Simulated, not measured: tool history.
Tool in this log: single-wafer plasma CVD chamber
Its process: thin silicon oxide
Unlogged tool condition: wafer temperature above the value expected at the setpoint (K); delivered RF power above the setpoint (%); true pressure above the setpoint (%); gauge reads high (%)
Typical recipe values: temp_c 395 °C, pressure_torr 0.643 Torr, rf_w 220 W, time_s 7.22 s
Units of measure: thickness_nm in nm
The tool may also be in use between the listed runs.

| run | hour | temp_c | pressure_torr | rf_w | time_s | wafers since the last listed run | hours since the last thermocouple change | hours since the last RF generator calibration | hours since the last manometer calibration | hours since the showerhead was replaced | hours since the gauge calibration | read-back reference wafer on the same gauge, thickness_nm | thickness_nm |
|---|---|---|---|---|---|---|---|---|---|---|---|---|---|
| 1 | 0 | 395 | 0.542 | 220 | 7.22 | 0 | 1776.9 | 2303.3 | 2136.4 | 6497 | 278.4 | 9.749 | 7.501 |
| 2 | 9.7 | 395 | 0.542 | 220 | 7.22 | 359 | 1786.6 | 2313 | 2146.1 | 6506.7 | 288.1 | 9.72 | 7.545 |
| 3 | 20.2 | 395 | 0.542 | 220 | 7.22 | 389 | 1797.1 | 2323.5 | 2156.6 | 6517.2 | 298.6 | 9.752 | 7.501 |
| 4 | 33.1 | 395 | 0.643 | 205 | 7.22 | 478 | 1810 | 2336.4 | 2169.5 | 6530.1 | 311.5 | 9.733 | 8.54 |
| 5 | 51.4 | 395 | 0.643 | 205 | 7.22 | 678 | 1828.3 | 2354.7 | 2187.8 | 6548.4 | 329.8 | 9.747 | 8.538 |
| 6 | 67.5 | 395 | 0.643 | 205 | 7.22 | 596 | 1844.4 | 2370.8 | 2203.9 | 6564.5 | 345.9 | 9.75 | 8.595 |
| 7 | 82.6 | 395 | 0.643 | 220 | 7.22 | 559 | 1859.5 | 2385.9 | 2219 | 6579.6 | 361 | 9.739 | 8.881 |
| 8 | 95.3 | 395 | 0.643 | 220 | 7.22 | 470 | 1872.2 | 2398.6 | 2231.7 | 6592.3 | 373.7 | 9.738 | 8.926 |
| 9 | 106.6 | 395 | 0.643 | 220 | 7.22 | 418 | 1883.5 | 2409.9 | 2243 | 6603.6 | 385 | 9.735 | 8.971 |
| 10 | 115.7 | 395 | 0.643 | 220 | 6.81 | 337 | 1892.6 | 2419 | 2252.1 | 6612.7 | 394.1 | 9.754 | 8.368 |
| 11 | 123.4 | 395 | 0.643 | 220 | 6.81 | 285 | 1900.3 | 2426.7 | 2259.8 | 6620.4 | 401.8 | 9.727 | 8.422 |
|  | 133.3 | thermocouple changed; heater temperature recalibrated |
|  | 138.8 | gauge calibrated |
| 12 | 140.1 | 395 | 0.643 | 220 | 6.9 | 322 | 6.8 | 2443.4 | 2276.5 | 6637.1 | 1.3 | 9.733 | 8.528 |
|  | 148.8 | showerhead replaced |
|  | 172 | capacitance manometer re-zeroed and calibrated |
| 13 | 191.9 | 406 | 0.643 | 250 | 7.81 | 1327 | 58.6 | 2495.2 | 19.9 | 43.1 | 53.1 | 9.742 | 10.266 |
|  | 216.3 | RF generator calibrated |
| 14 | 242.9 | 401 | 0.643 | 245 | 7.22 | 1594 | 109.6 | 26.6 | 70.9 | 94.1 | 104.1 | 9.739 | 9.411 |
| 15 | 259.3 | 395 | 0.643 | 180 | 7.58 | 608 | 126 | 43 | 87.3 | 110.5 | 120.5 | 9.735 | 8.383 |
| 16 | 269.1 | 395 | 0.643 | 180 | 7.58 | 363 | 135.8 | 52.8 | 97.1 | 120.3 | 130.3 | 9.745 | 8.368 |
| 17 | 286.4 | 391 | 0.643 | 220 | 7.22 | 641 | 153.1 | 70.1 | 114.4 | 137.6 | 147.6 | 9.747 | 8.941 |
| 18 | 295.5 | 395 | 0.643 | 220 | 7.22 | 337 | 162.2 | 79.2 | 123.5 | 146.7 | 156.7 | 9.729 | 8.948 |
| 19 | 304.3 | 395 | 0.643 | 220 | 7.22 | 326 | 171 | 88 | 132.3 | 155.5 | 165.5 | 9.755 | 8.891 |
| 20 | 321.8 | 405 | 0.762 | 220 | 6.18 | 648 | 188.5 | 105.5 | 149.8 | 173 | 183 | 9.737 | 8.93 |
| 21 | 339.6 | 395 | 0.573 | 220 | 7.22 | 659 | 206.3 | 123.3 | 167.6 | 190.8 | 200.8 | 9.737 | 7.953 |
| 22 | 352.8 | 381 | 0.777 | 260 | 5.93 | 489 | 219.5 | 136.5 | 180.8 | 204 | 214 | 9.744 | 9.715 |
| 23 | 360.4 | 395 | 0.69 | 220 | 8.41 | 281 | 227.1 | 144.1 | 188.4 | 211.6 | 221.6 | 9.733 | 11.118 |
| 24 | 407.8 | 395 | 0.643 | 200 | 7.22 | 1757 | 274.5 | 191.5 | 235.8 | 259 | 269 | 9.745 | 8.482 |

For each run, what was the tool's unlogged condition?
wafer temperature above the value expected at the setpoint (K): 0 at every run
delivered RF power above the setpoint (%): 0 at every run
true pressure above the setpoint (%): 0 at every run
gauge reads high (%): 0 at every run

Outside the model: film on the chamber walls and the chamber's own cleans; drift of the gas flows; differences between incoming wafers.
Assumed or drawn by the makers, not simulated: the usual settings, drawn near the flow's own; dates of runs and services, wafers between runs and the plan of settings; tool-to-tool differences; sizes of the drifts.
